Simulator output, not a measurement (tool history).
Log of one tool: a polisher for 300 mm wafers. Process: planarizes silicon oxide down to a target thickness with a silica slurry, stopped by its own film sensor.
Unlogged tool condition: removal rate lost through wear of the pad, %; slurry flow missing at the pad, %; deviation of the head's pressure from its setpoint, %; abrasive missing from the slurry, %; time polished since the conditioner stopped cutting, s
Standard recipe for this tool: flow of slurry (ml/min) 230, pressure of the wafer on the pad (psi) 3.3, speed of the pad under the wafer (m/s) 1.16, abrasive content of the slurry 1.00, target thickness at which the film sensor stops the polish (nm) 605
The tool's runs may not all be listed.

| run | hour | flow of slurry (ml/min) | pressure of the wafer on the pad (psi) | speed of the pad under the wafer (m/s) | abrasive content of the slurry | target thickness at which the film sensor stops the polish (nm) | wafers since the last listed run | wafers polished on this pad | hours since the slurry nozzle was cleaned | hours since the head pressure was calibrated | hours since the slurry blender was calibrated | hours since the conditioning disc was replaced | incoming thickness of the incoming film, nm | time until the film sensor stopped the polish (s) |
|---|---|---|---|---|---|---|---|---|---|---|---|---|---|---|
| 1 | 0.0 | 230 | 3.3 | 1.16 | 1.00 | 605 | 0 | 1417 | 288.4 | 1179.1 | 62.9 | 431.8 | 854.7 | 109.0 |
|  | 3.0 | worn pad replaced by a new one |
|  | 5.8 | conditioning disc replaced and pad reconditioned |
| 2 | 54.8 | 230 | 3.3 | 1.16 | 1.00 | 605 | 363 | 363 | 343.2 | 1233.9 | 117.7 | 49.0 | 857.9 | 108.1 |
| 3 | 97.9 | 230 | 3.3 | 1.16 | 1.00 | 605 | 314 | 677 | 386.3 | 1277.0 | 160.8 | 92.1 | 844.1 | 103.3 |
|  | 124.4 | slurry blender recalibrated |
| 4 | 164.7 | 250 | 3.3 | 1.16 | 1.00 | 605 | 472 | 1150 | 453.1 | 1343.8 | 40.3 | 158.9 | 858.5 | 107.4 |
|  | 189.6 | worn pad replaced by a new one |
| 5 | 230.0 | 230 | 3.3 | 0.98 | 1.00 | 605 | 447 | 294 | 518.4 | 1409.1 | 105.6 | 224.2 | 861.0 | 122.2 |
| 6 | 266.8 | 230 | 3.3 | 0.98 | 1.00 | 605 | 268 | 563 | 555.2 | 1445.9 | 142.4 | 261.0 | 834.3 | 111.1 |
| 7 | 294.2 | 230 | 3.3 | 1.16 | 1.00 | 605 | 199 | 763 | 582.6 | 1473.3 | 169.8 | 288.4 | 855.5 | 107.7 |
|  | 299.9 | head pressure recalibrated |
|  | 302.5 | slurry nozzle cleaned |
|  | 339.2 | slurry blender recalibrated |
| 8 | 345.5 | 230 | 3.3 | 1.16 | 1.00 | 605 | 337 | 1101 | 43.0 | 45.6 | 6.3 | 339.7 | 857.0 | 96.2 |
|  | 358.8 | worn pad replaced by a new one |
| 9 | 407.1 | 230 | 2.6 | 0.82 | 1.10 | 565 | 420 | 352 | 104.6 | 107.2 | 67.9 | 401.3 | 863.3 | 173.9 |
| 10 | 473.6 | 285 | 3.3 | 1.38 | 0.75 | 570 | 485 | 837 | 171.1 | 173.7 | 134.4 | 467.8 | 855.7 | 130.0 |
|  | 485.9 | conditioning disc replaced and pad reconditioned |
| 11 | 510.2 | 230 | 3.3 | 1.16 | 1.00 | 605 | 252 | 1090 | 207.7 | 210.3 | 171.0 | 24.3 | 848.6 | 95.9 |
|  | 548.3 | worn pad replaced by a new one |
|  | 552.0 | slurry blender recalibrated |
| 12 | 573.5 | 230 | 3.3 | 1.40 | 1.00 | 605 | 418 | 169 | 271.0 | 273.6 | 21.5 | 87.6 | 844.7 | 84.0 |
| 13 | 628.0 | 300 | 3.3 | 1.16 | 1.00 | 605 | 397 | 566 | 325.5 | 328.1 | 76.0 | 142.1 | 852.1 | 97.3 |
|  | 733.3 | worn pad replaced by a new one |
|  | 739.8 | slurry blender recalibrated |
| 14 | 840.1 | 230 | 3.3 | 1.16 | 1.00 | 605 | 1503 | 764 | 537.6 | 540.2 | 100.3 | 354.2 | 852.2 | 100.9 |
|  | 894.0 | slurry nozzle cleaned |
| 15 | 899.7 | 230 | 3.3 | 1.34 | 1.20 | 605 | 427 | 1191 | 5.7 | 599.8 | 159.9 | 413.8 | 834.5 | 76.5 |
|  | 906.3 | slurry blender recalibrated |
|  | 925.4 | worn pad replaced by a new one |
|  | 939.1 | conditioning disc replaced and pad reconditioned |
| 16 | 945.0 | 230 | 3.3 | 1.16 | 1.00 | 605 | 272 | 128 | 51.0 | 645.1 | 38.7 | 5.9 | 864.0 | 107.2 |

Here are 3 independent what-if runs from the current tool condition. What would each one return?
| A | 945.4 | 230 | 3.7 | 1.16 | 1.00 | 605 | 2 | 130 | 51.4 | 645.5 | 39.1 | 6.3 | 837.7 | ? |
| B | 945.4 | 230 | 3.3 | 1.16 | 0.90 | 605 | 2 | 130 | 51.4 | 645.5 | 39.1 | 6.3 | 837.7 | ? |
| C | 945.4 | 270 | 3.9 | 0.82 | 0.75 | 605 | 2 | 130 | 51.4 | 645.5 | 39.1 | 6.3 | 837.7 | ? |

| run | time until the film sensor stopped the polish (s) |
|---|---|
| A | 85.8 |
| B | 105.2 |
| C | 135.2 |
Had the tool no hidden state, the same runs would have come out as:
| run | time until the film sensor stopped the polish (s) |
|---|---|
| A | 77.7 |
| B | 95.3 |
| C | 122.5 |

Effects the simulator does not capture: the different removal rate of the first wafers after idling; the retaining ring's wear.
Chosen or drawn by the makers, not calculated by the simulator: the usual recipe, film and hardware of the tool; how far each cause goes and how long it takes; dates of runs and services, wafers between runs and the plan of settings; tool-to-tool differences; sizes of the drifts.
